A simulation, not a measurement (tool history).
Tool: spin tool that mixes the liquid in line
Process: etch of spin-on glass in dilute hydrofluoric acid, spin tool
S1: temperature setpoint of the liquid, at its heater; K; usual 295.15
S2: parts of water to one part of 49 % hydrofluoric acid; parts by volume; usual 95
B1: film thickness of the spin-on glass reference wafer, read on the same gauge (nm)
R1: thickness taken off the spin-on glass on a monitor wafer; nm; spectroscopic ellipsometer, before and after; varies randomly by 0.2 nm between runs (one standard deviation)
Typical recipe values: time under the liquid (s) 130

Run 1, hour 0.0: usual settings but S1 297.15 K; B1 100.00. Result: R1 40.69 nm.
Run 2, hour 11.0: usual settings but S1 297.15 K; B1 99.98. Result: R1 40.99 nm.
Run 3, hour 26.2: usual settings; B1 99.99. Result: R1 37.40 nm.
Run 4, hour 35.5: usual settings; B1 100.01. Result: R1 37.07 nm.
Run 5, hour 72.6: usual settings; B1 99.99. Result: R1 37.56 nm.
Run 6, hour 87.4: usual settings but S2 130 parts by volume; B1 100.02. Result: R1 26.05 nm.
Run 7, hour 102.8: usual settings; B1 100.01. Result: R1 37.46 nm.
At hour 113.9: gauge calibrated.
Run 8, hour 117.8: usual settings; B1 100.02. Result: R1 37.26 nm.
Run 9, hour 126.5: usual settings; B1 99.98. Result: R1 37.14 nm.
At hour 140.0: hydrofluoric acid flow meter replaced.
Run 10, hour 141.3: usual settings; B1 100.02. Result: R1 41.66 nm.
Run 11, hour 149.6: usual settings; B1 99.98. Result: R1 41.05 nm.
Run 12, hour 159.4: usual settings; B1 99.99. Result: R1 40.81 nm.
Run 13, hour 169.0: usual settings; B1 100.01. Result: R1 41.19 nm.
Run 14, hour 181.7: usual settings; B1 100.00. Result: R1 41.29 nm.
Run 15, hour 194.9: usual settings but S1 299.15 K, S2 55 parts by volume, time under the liquid (s) 175; B1 100.00. Result: R1 116.82 nm.
Run 16, hour 201.9: usual settings; B1 99.99. Result: R1 40.95 nm.
At hour 205.5: thermometer replaced.
Run 17, hour 208.0: usual settings; B1 100.02. Result: R1 36.98 nm.
Run 18, hour 214.3: usual settings but S1 300.15 K, S2 135 parts by volume, time under the liquid (s) 210; B1 100.00. Result: R1 48.98 nm.
Run 19, hour 220.6: usual settings but S1 291.65 K, S2 60 parts by volume, time under the liquid (s) 70; B1 99.99. Result: R1 28.31 nm.
Run 20, hour 237.6: usual settings but S1 290.15 K, S2 130 parts by volume; B1 99.99. Result: R1 21.22 nm.
Run 21, hour 254.9: usual settings but S1 293.65 K, time under the liquid (s) 60; B1 100.00. Result: R1 15.91 nm.
Run 22, hour 270.1: usual settings but S1 299.65 K, S2 75 parts by volume, time under the liquid (s) 190; B1 100.01. Result: R1 83.15 nm.
Run 23, hour 285.5: usual settings but S1 293.15 K; B1 100.00. Result: R1 33.94 nm.
Run 24, hour 302.3: usual settings but S1 296.65 K, time under the liquid (s) 190; B1 100.01. Result: R1 56.74 nm.
Run 25, hour 319.2: usual settings but S1 297.15 K, S2 75 parts by volume, time under the liquid (s) 75; B1 99.98. Result: R1 29.90 nm.

Each row is a separate what-if for the run after 25, all from the same tool condition, not one after another. Results?
Run A, hour 319.7: usual settings; B1 ?. Result: R1 ?.
Run B, hour 319.7: usual settings but S1 299.65 K, S2 130 parts by volume, time under the liquid (s) 85; B1 ?. Result: R1 ?.
Run C, hour 319.7: usual settings but S1 299.65 K, time under the liquid (s) 195; B1 ?. Result: R1 ?.
Run D, hour 319.7: usual settings but S1 292.65 K, S2 135 parts by volume, time under the liquid (s) 170; B1 ?. Result: R1 ?.

run      B1     R1
  A  100.01  36.74
  B  100.01  20.01
  C  100.01  65.81
  D  100.01  29.20
Stripped of hidden state, with their random variation kept, the same runs would have yielded:
run     R1
  A  37.37
  B  20.41
  C  67.01
  D  29.73
